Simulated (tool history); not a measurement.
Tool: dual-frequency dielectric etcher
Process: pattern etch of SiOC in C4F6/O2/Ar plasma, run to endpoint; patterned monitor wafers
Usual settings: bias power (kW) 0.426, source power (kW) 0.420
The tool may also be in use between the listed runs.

| run | day | bias power (kW) | source power (kW) | incoming incoming film thickness, nm | endpoint time (s) |
|---|---|---|---|---|---|
| 1 | 0.000 | 0.426 | 0.420 | 34.17 | 12.2 |
| 2 | 1.058 | 0.426 | 0.420 | 34.60 | 12.4 |
| 3 | 2.400 | 0.426 | 0.470 | 34.48 | 11.8 |
| 4 | 3.662 | 0.426 | 0.470 | 34.41 | 11.9 |
| 5 | 4.179 | 0.426 | 0.360 | 34.64 | 13.8 |
| 6 | 5.396 | 0.426 | 0.360 | 34.48 | 13.5 |
| 7 | 6.729 | 0.426 | 0.420 | 34.39 | 12.6 |
|  | 8.971 | wet clean of the chamber |
| 8 | 8.992 | 0.426 | 0.420 | 34.80 | 12.1 |
| 9 | 9.367 | 0.426 | 0.420 | 34.45 | 11.9 |
| 10 | 10.442 | 0.426 | 0.390 | 34.41 | 12.4 |
| 11 | 11.442 | 0.426 | 0.390 | 34.59 | 12.4 |
|  | 11.800 | bias power generator calibrated |
| 12 | 14.508 | 0.426 | 0.390 | 34.31 | 12.4 |
| 13 | 15.462 | 0.426 | 0.380 | 34.12 | 12.4 |
|  | 16.079 | source power generator calibrated |
|  | 16.800 | upper electrode replaced |
| 14 | 16.817 | 0.498 | 0.370 | 34.39 | 11.9 |
| 15 | 18.125 | 0.426 | 0.420 | 34.48 | 12.0 |
| 16 | 19.250 | 0.517 | 0.420 | 34.76 | 11.3 |
| 17 | 20.312 | 0.372 | 0.340 | 34.33 | 14.1 |
| 18 | 24.162 | 0.426 | 0.450 | 34.67 | 12.1 |
|  | 25.417 | wet clean of the chamber |
| 19 | 25.438 | 0.426 | 0.420 | 34.52 | 12.0 |
| 20 | 25.888 | 0.382 | 0.420 | 34.51 | 12.4 |
| 21 | 26.621 | 0.474 | 0.340 | 35.09 | 13.0 |
| 22 | 27.804 | 0.474 | 0.340 | 34.28 | 12.7 |
| 23 | 28.354 | 0.362 | 0.420 | 34.40 | 12.8 |
| 24 | 28.958 | 0.519 | 0.420 | 34.74 | 11.1 |
| 25 | 30.383 | 0.469 | 0.420 | 34.04 | 11.4 |
| 26 | 33.112 | 0.476 | 0.350 | 34.17 | 12.6 |
| 27 | 33.717 | 0.331 | 0.350 | 34.59 | 14.9 |
| 28 | 37.454 | 0.392 | 0.490 | 34.42 | 11.9 |
| 29 | 38.250 | 0.426 | 0.420 | 34.44 | 12.4 |
| 30 | 39.425 | 0.481 | 0.420 | 34.18 | 11.7 |
|  | 41.417 | wet clean of the chamber |
| 31 | 41.438 | 0.380 | 0.380 | 34.51 | 13.2 |
| 32 | 42.042 | 0.374 | 0.320 | 34.23 | 14.4 |

Forecast run 33:
| 33 | 42.654 | 0.361 | 0.370 | 34.63 | ? |

endpoint time (s): 13.8
Without the tool's hidden state the same run would have given endpoint time (s) 13.6.

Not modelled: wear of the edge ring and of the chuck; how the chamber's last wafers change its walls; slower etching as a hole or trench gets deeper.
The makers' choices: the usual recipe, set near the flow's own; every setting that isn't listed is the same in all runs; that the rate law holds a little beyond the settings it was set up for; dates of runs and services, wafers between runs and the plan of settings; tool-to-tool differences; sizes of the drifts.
